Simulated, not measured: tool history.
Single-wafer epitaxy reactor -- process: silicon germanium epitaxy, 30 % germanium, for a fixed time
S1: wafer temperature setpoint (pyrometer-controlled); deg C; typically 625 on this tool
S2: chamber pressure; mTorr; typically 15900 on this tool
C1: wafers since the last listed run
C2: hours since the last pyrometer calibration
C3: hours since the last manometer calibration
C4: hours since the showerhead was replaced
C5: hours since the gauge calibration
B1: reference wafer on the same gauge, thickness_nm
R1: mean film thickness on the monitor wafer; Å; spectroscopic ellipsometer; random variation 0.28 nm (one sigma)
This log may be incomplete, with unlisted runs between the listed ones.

run     day   S1     S2    C1      C2      C3      C4     C5      B1       R1
  1   0.000  625  12900     0   734.5  1832.7  2967.5  331.2  66.896   773.69
  2   3.742  625  12900  1798   824.3  1922.5  3057.3  421.0  66.816   775.44
  3   6.225  617  15900  1193   883.9  1982.1  3116.9  480.6  66.726   707.99
  4   9.221  617  15900  1440   955.8  2054.0  3188.8  552.5  66.866   709.52
  5  11.488  617  15900  1089  1010.2  2108.4  3243.2  606.9  66.761   701.68
  6  14.971  630  13000  1674  1093.8  2192.0  3326.8  690.5  66.841   864.79
  7  17.171  630  13000  1057  1146.6  2244.8  3379.6  743.3  66.862   864.54
     19.475  -- capacitance manometer re-zeroed and calibrated
  8  19.996  625  15900  1197  1214.4    12.5  3447.4  811.1  66.714   828.25
  9  22.392  625  15900  1151  1271.9    70.0  3504.9  868.6  66.736   829.89
     23.042  -- gauge calibrated
 10  24.267  625  15900   901  1316.9   115.0  3549.9   29.4  66.736   827.10
 11  26.417  631  13800  1033  1368.5   166.6  3601.5   81.0  66.828   901.56
 12  28.125  616  18600   821  1409.5   207.6  3642.5  122.0  66.759   730.42
 13  31.467  625  15900  1606  1489.7   287.8  3722.7  202.2  66.887   834.12
 14  35.262  630  13000  1824  1580.8   378.9  3813.8  293.3  66.944   869.01
     39.017  -- showerhead replaced
 15  39.104  610  18400  1686  1673.0   471.1     2.1  385.5  66.792   644.62
 16  41.483  625  15900  1143  1730.1   528.2    59.2  442.6  66.701   827.02
     43.638  -- pyrometer calibrated
 17  45.775  631  19400  1903    51.3   631.2   162.2  545.6  66.769   962.25
 18  48.146  625  12400  1139   108.2   688.1   219.1  602.5  66.919   753.72
 19  52.483  618  19200  2085   212.3   792.2   323.2  706.6  66.658   747.61
 20  55.300  638  19000  1354   279.9   859.8   390.8  774.2  66.877  1103.99

Take each entry between the runs: how does the hidden state at the last listed run before it differ from the hidden state at the first listed run after it?
After run 7, before run 8: capacitance manometer re-zeroed and calibrated (day 19.475)
  wafer temperature above the value expected at the setpoint (K): 1.29 -> 1.32
  measured value less the no-hidden-state value, R1: +21.39 -> +21.24 Å
After run 9, before run 10: gauge calibrated (day 23.042)
  wafer temperature above the value expected at the setpoint (K): 1.35 -> 1.36
  measured value less the no-hidden-state value, R1: +21.67 -> +21.88 Å
After run 14, before run 15: showerhead replaced (day 39.017)
  wafer temperature above the value expected at the setpoint (K): 1.45 -> 1.47
  measured value less the no-hidden-state value, R1: +24.06 -> +19.05 Å
After run 16, before run 17: pyrometer calibrated (day 43.638)
  wafer temperature above the value expected at the setpoint (K): 1.48 -> -0.119
  measured value less the no-hidden-state value, R1: +23.72 -> -2.23 Å
